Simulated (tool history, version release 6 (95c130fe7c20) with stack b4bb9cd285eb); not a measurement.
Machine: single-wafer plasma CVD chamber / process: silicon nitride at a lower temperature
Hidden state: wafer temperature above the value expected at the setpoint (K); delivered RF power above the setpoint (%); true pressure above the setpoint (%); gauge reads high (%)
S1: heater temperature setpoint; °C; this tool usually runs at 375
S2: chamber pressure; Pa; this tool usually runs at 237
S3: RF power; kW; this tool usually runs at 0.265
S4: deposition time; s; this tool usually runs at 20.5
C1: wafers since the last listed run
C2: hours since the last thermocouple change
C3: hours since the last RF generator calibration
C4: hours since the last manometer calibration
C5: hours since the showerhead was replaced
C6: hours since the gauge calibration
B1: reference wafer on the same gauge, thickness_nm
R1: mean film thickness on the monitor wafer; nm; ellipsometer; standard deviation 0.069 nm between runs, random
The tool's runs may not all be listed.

Run 1, hour 0.0: usual settings; C1 0; C2 1869.2; C3 534.1; C4 1676.2; C5 5464.3; C6 353.4; B1 17.898. Result: R1 20.211 nm.
Run 2, hour 14.1: usual settings; C1 316; C2 1883.3; C3 548.2; C4 1690.3; C5 5478.4; C6 367.5; B1 17.902. Result: R1 20.361 nm.
Run 3, hour 39.7: usual settings; C1 575; C2 1908.9; C3 573.8; C4 1715.9; C5 5504.0; C6 393.1; B1 17.890. Result: R1 20.299 nm.
Run 4, hour 63.1: usual settings but S4 18.6 s; C1 526; C2 1932.3; C3 597.2; C4 1739.3; C5 5527.4; C6 416.5; B1 17.902. Result: R1 18.341 nm.
Run 5, hour 84.6: usual settings; C1 483; C2 1953.8; C3 618.7; C4 1760.8; C5 5548.9; C6 438.0; B1 17.891. Result: R1 20.363 nm.
Run 6, hour 96.6: usual settings; C1 269; C2 1965.8; C3 630.7; C4 1772.8; C5 5560.9; C6 450.0; B1 17.904. Result: R1 20.347 nm.
At hour 104.8: capacitance manometer re-zeroed and calibrated.
At hour 113.4: showerhead replaced, of another model than before.
Run 7, hour 124.1: usual settings; C1 258; C2 1993.3; C3 658.2; C4 19.3; C5 10.7; C6 477.5; B1 17.910. Result: R1 20.561 nm.
Run 8, hour 230.0: usual settings; C1 2380; C2 2099.2; C3 764.1; C4 125.2; C5 116.6; C6 583.4; B1 17.901. Result: R1 20.499 nm.
At hour 253.6: gauge calibrated.
Run 9, hour 254.3: usual settings but S1 383 °C; C1 546; C2 2123.5; C3 788.4; C4 149.5; C5 140.9; C6 0.7; B1 17.908. Result: R1 20.444 nm.
Run 10, hour 286.1: usual settings but S1 383 °C; C1 714; C2 2155.3; C3 820.2; C4 181.3; C5 172.7; C6 32.5; B1 17.905. Result: R1 20.368 nm.
Run 11, hour 306.5: usual settings; C1 458; C2 2175.7; C3 840.6; C4 201.7; C5 193.1; C6 52.9; B1 17.901. Result: R1 20.592 nm.
At hour 317.2: thermocouple changed; heater temperature recalibrated.
Run 12, hour 320.7: usual settings but S1 368 °C, S2 293 Pa; C1 139; C2 3.5; C3 854.8; C4 215.9; C5 207.3; C6 67.1; B1 17.903. Result: R1 21.452 nm.
Run 13, hour 339.8: usual settings but S3 0.315 kW, S4 19.2 s; C1 429; C2 22.6; C3 873.9; C4 235.0; C5 226.4; C6 86.2; B1 17.891. Result: R1 20.610 nm.
Run 14, hour 371.1: usual settings but S1 362 °C, S2 284 Pa, S4 23.2 s; C1 703; C2 53.9; C3 905.2; C4 266.3; C5 257.7; C6 117.5; B1 17.896. Result: R1 24.371 nm.
Run 15, hour 395.4: usual settings but S1 367 °C, S2 179 Pa, S3 0.220 kW, S4 23.8 s; C1 546; C2 78.2; C3 929.5; C4 290.6; C5 282.0; C6 141.8; B1 17.886. Result: R1 20.744 nm.
At hour 424.3: RF generator calibrated.
Run 16, hour 424.8: usual settings but S1 363 °C, S2 273 Pa, S3 0.310 kW, S4 21.7 s; C1 481; C2 107.6; C3 0.5; C4 320.0; C5 311.4; C6 171.2; B1 17.895. Result: R1 24.607 nm.
Run 17, hour 431.0: usual settings but S2 281 Pa; C1 139; C2 113.8; C3 6.7; C4 326.2; C5 317.6; C6 177.4; B1 17.902. Result: R1 21.813 nm.
Run 18, hour 446.1: usual settings but S4 21.9 s; C1 339; C2 128.9; C3 21.8; C4 341.3; C5 332.7; C6 192.5; B1 17.896. Result: R1 22.232 nm.
Run 19, hour 461.0: usual settings but S1 385 °C; C1 334; C2 143.8; C3 36.7; C4 356.2; C5 347.6; C6 207.4; B1 17.911. Result: R1 20.853 nm.
Run 20, hour 482.6: usual settings; C1 485; C2 165.4; C3 58.3; C4 377.8; C5 369.2; C6 229.0; B1 17.903. Result: R1 20.810 nm.
Run 21, hour 513.3: usual settings but S2 181 Pa, S3 0.285 kW; C1 690; C2 196.1; C3 89.0; C4 408.5; C5 399.9; C6 259.7; B1 17.900. Result: R1 20.279 nm.
Run 22, hour 535.4: usual settings but S1 363 °C, S2 271 Pa, S3 0.285 kW, S4 23.1 s; C1 496; C2 218.2; C3 111.1; C4 430.6; C5 422.0; C6 281.8; B1 17.903. Result: R1 25.034 nm.
Run 23, hour 551.5: usual settings; C1 361; C2 234.3; C3 127.2; C4 446.7; C5 438.1; C6 297.9; B1 17.905. Result: R1 20.726 nm.
Run 24, hour 577.1: usual settings but S2 216 Pa, S3 0.240 kW; C1 575; C2 259.9; C3 152.8; C4 472.3; C5 463.7; C6 323.5; B1 17.900. Result: R1 19.539 nm.
Run 25, hour 594.5: usual settings but S1 365 °C, S2 255 Pa, S3 0.315 kW; C1 391; C2 277.3; C3 170.2; C4 489.7; C5 481.1; C6 340.9; B1 17.913. Result: R1 22.777 nm.
Run 26, hour 612.6: usual settings; C1 406; C2 295.4; C3 188.3; C4 507.8; C5 499.2; C6 359.0; B1 17.898. Result: R1 20.680 nm.
Run 27, hour 629.9: usual settings but S1 365 °C; C1 388; C2 312.7; C3 205.6; C4 525.1; C5 516.5; C6 376.3; B1 17.892. Result: R1 20.792 nm.
Run 28, hour 651.6: usual settings but S3 0.315 kW, S4 19.2 s; C1 487; C2 334.4; C3 227.3; C4 546.8; C5 538.2; C6 398.0; B1 17.893. Result: R1 20.925 nm.
Run 29, hour 664.0: usual settings but S1 371 °C, S2 212 Pa, S4 18.5 s; C1 278; C2 346.8; C3 239.7; C4 559.2; C5 550.6; C6 410.4; B1 17.900. Result: R1 18.282 nm.

Across each entry between runs, compare the hidden state at the last listed run before it with the hidden state at the first listed run after it:
Runs 6 to 7: capacitance manometer re-zeroed and calibrated (hour 104.8); showerhead replaced, of another model than before (hour 113.4)
  delivered RF power above the setpoint (%): -4.03 -> -4.09
  what was measured, less what the result would be without the hidden state, R1: -0.633 -> -0.368 nm
Runs 8 to 9: gauge calibrated (hour 253.6)
  delivered RF power above the setpoint (%): -4.3 -> -4.34
  what was measured, less what the result would be without the hidden state, R1: -0.386 -> -0.389 nm
Runs 11 to 12: thermocouple changed; heater temperature recalibrated (hour 317.2)
  delivered RF power above the setpoint (%): -4.42 -> -4.44
  what was measured, less what the result would be without the hidden state, R1: -0.399 -> -0.417 nm
Runs 15 to 16: RF generator calibrated (hour 424.3)
  delivered RF power above the setpoint (%): -4.53 -> -0.0842
  what was measured, less what the result would be without the hidden state, R1: -0.412 -> -0.009 nm
